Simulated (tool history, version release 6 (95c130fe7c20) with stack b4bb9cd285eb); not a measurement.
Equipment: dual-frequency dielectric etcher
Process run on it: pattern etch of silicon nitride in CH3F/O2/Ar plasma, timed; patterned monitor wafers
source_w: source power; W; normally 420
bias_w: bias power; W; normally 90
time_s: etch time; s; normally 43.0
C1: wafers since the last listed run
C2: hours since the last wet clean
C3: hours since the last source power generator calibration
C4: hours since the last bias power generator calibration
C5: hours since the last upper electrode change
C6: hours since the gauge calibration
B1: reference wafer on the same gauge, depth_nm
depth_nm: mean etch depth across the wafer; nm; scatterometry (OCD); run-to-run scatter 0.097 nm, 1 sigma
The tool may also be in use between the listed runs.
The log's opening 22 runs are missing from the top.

{"run": 23, "hour": 1273.9, "source_w": 360, "bias_w": 73, "time_s": 43.0, "C1": 457, "C2": 37.7, "C3": 108.2, "C4": 719.1, "C5": 881.6, "C6": 872.7, "B1": 34.48, "depth_nm": 29.59}
{"run": 24, "hour": 1312.2, "source_w": 330, "bias_w": 102, "time_s": 33.5, "C1": 574, "C2": 76.0, "C3": 146.5, "C4": 757.4, "C5": 919.9, "C6": 911.0, "B1": 34.49, "depth_nm": 25.84}
{"run": 25, "hour": 1364.3, "source_w": 420, "bias_w": 107, "time_s": 43.0, "C1": 781, "C2": 128.1, "C3": 198.6, "C4": 809.5, "C5": 972.0, "C6": 963.1, "B1": 34.5, "depth_nm": 37.04}
{"run": 26, "hour": 1402.9, "source_w": 420, "bias_w": 90, "time_s": 36.5, "C1": 579, "C2": 166.7, "C3": 237.2, "C4": 848.1, "C5": 1010.6, "C6": 1001.7, "B1": 34.49, "depth_nm": 29.17}
{"run": 27, "hour": 1464.5, "source_w": 500, "bias_w": 90, "time_s": 54.5, "C1": 924, "C2": 228.3, "C3": 298.8, "C4": 909.7, "C5": 1072.2, "C6": 1063.3, "B1": 34.5, "depth_nm": 47.0}
{"run": 28, "hour": 1524.4, "source_w": 350, "bias_w": 90, "time_s": 55.5, "C1": 898, "C2": 288.2, "C3": 358.7, "C4": 969.6, "C5": 1132.1, "C6": 1123.2, "B1": 34.51, "depth_nm": 40.98}
{"run": 29, "hour": 1572.2, "source_w": 380, "bias_w": 74, "time_s": 43.0, "C1": 717, "C2": 336.0, "C3": 406.5, "C4": 1017.4, "C5": 1179.9, "C6": 1171.0, "B1": 34.48, "depth_nm": 30.21}
{"run": 30, "hour": 1630.5, "source_w": 420, "bias_w": 90, "time_s": 43.0, "C1": 874, "C2": 394.3, "C3": 464.8, "C4": 1075.7, "C5": 1238.2, "C6": 1229.3, "B1": 34.51, "depth_nm": 33.94}

What if the next run were any one of these 4? Each begins from the tool's condition after run 30:
{"run": "A", "hour": 1630.9, "source_w": 420, "bias_w": 90, "time_s": 49.5, "C1": 6, "C2": 394.7, "C3": 465.2, "C4": 1076.1, "C5": 1238.6, "C6": 1229.7, "B1": "?", "depth_nm": "?"}
{"run": "B", "hour": 1630.9, "source_w": 500, "bias_w": 98, "time_s": 31.0, "C1": 6, "C2": 394.7, "C3": 465.2, "C4": 1076.1, "C5": 1238.6, "C6": 1229.7, "B1": "?", "depth_nm": "?"}
{"run": "C", "hour": 1630.9, "source_w": 420, "bias_w": 109, "time_s": 43.0, "C1": 6, "C2": 394.7, "C3": 465.2, "C4": 1076.1, "C5": 1238.6, "C6": 1229.7, "B1": "?", "depth_nm": "?"}
{"run": "D", "hour": 1630.9, "source_w": 510, "bias_w": 90, "time_s": 43.0, "C1": 6, "C2": 394.7, "C3": 465.2, "C4": 1076.1, "C5": 1238.6, "C6": 1229.7, "B1": "?", "depth_nm": "?"}

run=A B1=34.50 depth_nm=39.28
run=B B1=34.50 depth_nm=27.38
run=C B1=34.50 depth_nm=37.09
run=D B1=34.50 depth_nm=36.91
Had the tool no hidden state, the same runs would have come out as:
run=A depth_nm=40.09
run=B depth_nm=27.94
run=C depth_nm=37.86
run=D depth_nm=37.67
